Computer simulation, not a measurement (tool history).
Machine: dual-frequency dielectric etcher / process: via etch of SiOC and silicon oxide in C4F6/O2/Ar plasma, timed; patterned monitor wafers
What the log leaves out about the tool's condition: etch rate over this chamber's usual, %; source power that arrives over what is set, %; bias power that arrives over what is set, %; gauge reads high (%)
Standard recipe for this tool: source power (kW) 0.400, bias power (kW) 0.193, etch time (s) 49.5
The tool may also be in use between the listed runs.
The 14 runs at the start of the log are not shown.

run	hour	source power (kW)	bias power (kW)	etch time (s)	wafers since the last listed run	hours since the last wet clean	hours since the last source power generator calibration	hours since the last bias power generator calibration	hours since the last upper electrode change	hours since the gauge calibration	read-back reference wafer on the same gauge, depth_nm	mean etch depth across the wafer (angstrom)
15	373.3	0.330	0.228	42.0	381	374.2	479.2	101.1	240.4	96.8	49.7	498
# hour 409.5: wet clean of the chamber
16	410.0	0.400	0.193	55.5	149	0.5	515.9	137.8	277.1	133.5	49.7	643
17	410.3	0.400	0.233	37.5	3	0.8	516.2	138.1	277.4	133.8	49.7	461
18	429.0	0.480	0.193	49.5	219	19.5	534.9	156.8	296.1	152.5	49.7	623
19	442.6	0.500	0.217	49.5	159	33.1	548.5	170.4	309.7	166.1	49.7	652
20	473.2	0.360	0.193	56.5	359	63.7	579.1	201.0	340.3	196.7	49.7	635
21	488.2	0.400	0.233	37.5	176	78.7	594.1	216.0	355.3	211.7	49.7	462
22	511.8	0.430	0.176	57.0	277	102.3	617.7	239.6	378.9	235.3	49.7	676
23	537.4	0.340	0.177	49.5	300	127.9	643.3	265.2	404.5	260.9	49.7	537
24	559.5	0.440	0.193	49.5	259	150.0	665.4	287.3	426.6	283.0	49.7	617
25	571.9	0.450	0.154	45.5	145	162.4	677.8	299.7	439.0	295.4	49.7	534
26	594.1	0.400	0.193	49.5	260	184.6	700.0	321.9	461.2	317.6	49.7	591
27	616.0	0.320	0.167	53.5	257	206.5	721.9	343.8	483.1	339.5	49.7	559
28	639.0	0.370	0.193	49.5	270	229.5	744.9	366.8	506.1	362.5	49.7	574
29	661.4	0.400	0.193	49.5	263	251.9	767.3	389.2	528.5	384.9	49.7	596
30	686.2	0.500	0.208	37.5	291	276.7	792.1	414.0	553.3	409.7	49.7	504
31	706.6	0.400	0.178	49.5	239	297.1	812.5	434.4	573.7	430.1	49.7	584

Alternative continuations, all from the tool just after run 31; predict every row:
A	707.0	0.400	0.167	49.5	4	297.5	812.9	434.8	574.1	430.5	?	?
B	707.0	0.330	0.217	45.0	4	297.5	812.9	434.8	574.1	430.5	?	?
C	707.0	0.460	0.234	55.5	4	297.5	812.9	434.8	574.1	430.5	?	?

run	read-back reference wafer on the same gauge, depth_nm	mean etch depth across the wafer (angstrom)
A	49.7	583
B	49.7	524
C	49.7	751
What these runs would have given with no unlogged condition in the tool:
run	mean etch depth across the wafer (angstrom)
A	559
B	503
C	720

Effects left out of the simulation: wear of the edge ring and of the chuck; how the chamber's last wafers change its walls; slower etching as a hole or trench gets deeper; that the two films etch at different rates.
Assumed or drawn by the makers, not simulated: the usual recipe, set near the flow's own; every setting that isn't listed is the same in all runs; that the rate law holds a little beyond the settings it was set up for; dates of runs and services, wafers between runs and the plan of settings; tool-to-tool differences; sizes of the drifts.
